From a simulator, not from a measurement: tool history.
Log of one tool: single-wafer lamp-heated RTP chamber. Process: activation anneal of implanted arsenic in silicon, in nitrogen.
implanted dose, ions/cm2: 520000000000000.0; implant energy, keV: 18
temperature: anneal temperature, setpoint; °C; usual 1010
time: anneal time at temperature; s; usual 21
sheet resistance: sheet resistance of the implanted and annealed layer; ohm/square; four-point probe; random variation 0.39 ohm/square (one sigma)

run,day,temperature,time,"read-back reference wafer on the same gauge, sheet resistance",sheet resistance
1,0,1010,21,236.21,200.46
# day 1.908: reflector plate cleaned
2,3.175,1010,21,236.1,200.78
3,6.492,1010,21,236.04,201.24
# day 7.404: pyrometer window cleaned and pyrometer calibrated
4,9.646,1010,27,236.19,199.71
5,14.042,1010,27,236.13,199.44
6,15.758,1010,27,235.94,198.94
# day 16.704: reflector plate cleaned
7,18.317,1010,25,236.02,199.27
8,20.725,1010,25,236.14,198.92
# day 22.904: pyrometer window cleaned and pyrometer calibrated
9,24.021,1010,21,235.77,202.13
10,26.6,1010,21,236.05,201.88
11,30.638,997,29,236.08,200.84
# day 31.092: reflector plate cleaned
12,32.962,997,29,236.03,200.36
13,36.633,1035,18,235.87,197.23
# day 40.033: pyrometer window cleaned and pyrometer calibrated
14,40.883,1038,21,236.14,196.45
15,43.604,1030,31,235.91,194.22
# day 44.246: gauge calibrated
# day 45.508: reflector plate cleaned
16,45.529,1010,21,236.12,201.13
17,48.925,1040,14,236.09,198.6
18,52.908,1010,21,236.03,200.3
# day 55.192: pyrometer window cleaned and pyrometer calibrated
19,55.488,1023,10,236.19,205.01
20,59.9,1026,11,236.01,203
# day 62.225: reflector plate cleaned
21,69.05,1035,26,236.08,193.72
# day 71.333: pyrometer window cleaned and pyrometer calibrated
22,73.296,1010,21,236.06,201.79
23,76.438,1023,11,235.97,203.65
24,78.046,1023,11,235.97,203.64

What the log doesn't show, run by run:
wafer temperature error from the tarnished reflector plate, K: 0 in every run
gauge reads high (%): 0 in every run
H1: true wafer temperature minus pyrometer reading, K
run,H1
1,10.8
2,12.1
3,12.8
4,5.59
5,10.3
6,11.3
7,12.2
8,12.8
9,3.02
10,7
11,10.4
12,11.4
13,12.3
14,2.71
15,7.07
16,9.04
17,11.1
18,12.4
19,1.81
20,8.63
21,12.9
22,4.46
23,8.39
24,9.65
